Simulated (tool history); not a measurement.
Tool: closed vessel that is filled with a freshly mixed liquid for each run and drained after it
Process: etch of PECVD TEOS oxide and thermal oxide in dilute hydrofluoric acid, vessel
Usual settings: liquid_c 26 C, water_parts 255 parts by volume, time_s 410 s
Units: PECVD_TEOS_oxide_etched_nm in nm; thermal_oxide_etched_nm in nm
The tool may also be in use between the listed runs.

run   hour  liquid_c  water_parts  time_s  read-back film thickness of the PECVD TEOS oxide reference wafer, read on the same gauge (nm)  read-back film thickness of the thermal oxide reference wafer, read on the same gauge (nm)  PECVD_TEOS_oxide_etched_nm  thermal_oxide_etched_nm
  1      0        26          255     410                                                                                         139.98                                                                                       60.02                       17.63                     7.77
  2   18.6        26          255     410                                                                                         139.98                                                                                          60                       17.27                     7.78
  3   51.7        26          255     410                                                                                         139.97                                                                                       60.01                       17.58                     7.82
  4     75        26          255     410                                                                                            140                                                                                       60.02                       17.59                     7.62
  5     99        26          255     410                                                                                            140                                                                                       60.04                       17.79                     7.79
  6  126.3        26          255     410                                                                                         140.04                                                                                       59.99                       17.84                     7.75
  7  160.6        23          255     410                                                                                         140.01                                                                                       59.97                       15.99                     7.18
  8  192.7        23          255     410                                                                                         140.02                                                                                       60.02                       16.05                     7.08
  9  223.1        23          255     410                                                                                         140.02                                                                                       60.01                       15.95                     7.08
 10  245.5        26          330     300                                                                                         139.98                                                                                       60.01                        9.51                     4.19
 11  267.1        29          300     410                                                                                            140                                                                                       60.02                       16.04                      7.2
 12  288.8      30.5          220     275                                                                                         139.99                                                                                          60                        17.2                     7.54
 13  306.4        28          255     335                                                                                         140.01                                                                                       60.03                       15.89                     7.11
 14  338.8      22.5          255     410                                                                                         140.02                                                                                       59.99                       16.09                     7.17
 15  360.9        26          255     590                                                                                            140                                                                                       60.01                       26.41                    11.62
 16    385        26          255     410                                                                                            140                                                                                          60                       18.27                     8.01
 17  410.2      30.5          310     410                                                                                         140.01                                                                                       60.04                       16.55                     7.35
 18  425.9        26          210     410                                                                                         139.99                                                                                       60.01                       23.22                     10.2
 19  448.7        26          255     410                                                                                         139.99                                                                                       59.99                       18.51                     7.97
 20  467.8      30.5          295     320                                                                                         140.03                                                                                       60.02                       13.92                     6.17
 21  499.5      24.5          195     235                                                                                         139.99                                                                                       60.02                       12.16                     5.45
 22  515.4        26          320     280                                                                                         140.02                                                                                       59.99                        8.29                     3.68
 23  527.5        23          255     410                                                                                            140                                                                                       59.99                       14.68                     6.58
 24  547.6      28.5          165     410                                                                                         140.01                                                                                       59.98                       30.41                    13.52
 25  576.7        26          340     410                                                                                         140.03                                                                                          60                       11.25                     4.94
 26  611.6        26          385     410                                                                                            140                                                                                       60.03                        9.54                     4.19
 27  640.4        26          255     410                                                                                         140.02                                                                                       60.01                       16.46                     7.31

Not shown: 3 entries that the log had between the listed runs. Between which runs, and how does the tool's hidden state differ before and after?
Between runs 13 and 14: gauge calibrated (hour 311.5)
  hydrofluoric acid flow above the setpoint (%): 9.78 -> 10.1
  measured less the result without the state, PECVD_TEOS_oxide_etched_nm: +1.78 -> +1.81 nm; thermal_oxide_etched_nm: +0.8 -> +0.8 nm
Between runs 19 and 20: thermometer replaced (hour 456.3)
  hydrofluoric acid flow above the setpoint (%): 11.1 -> 11.2
  measured less the result without the state, PECVD_TEOS_oxide_etched_nm: +2.29 -> +1.82 nm; thermal_oxide_etched_nm: +0.99 -> +0.81 nm
Between runs 20 and 21: hydrofluoric acid flow meter replaced (hour 475.8)
  hydrofluoric acid flow above the setpoint (%): 11.2 -> 0.359
  measured less the result without the state, PECVD_TEOS_oxide_etched_nm: +1.82 -> +0.06 nm; thermal_oxide_etched_nm: +0.81 -> +0.03 nm
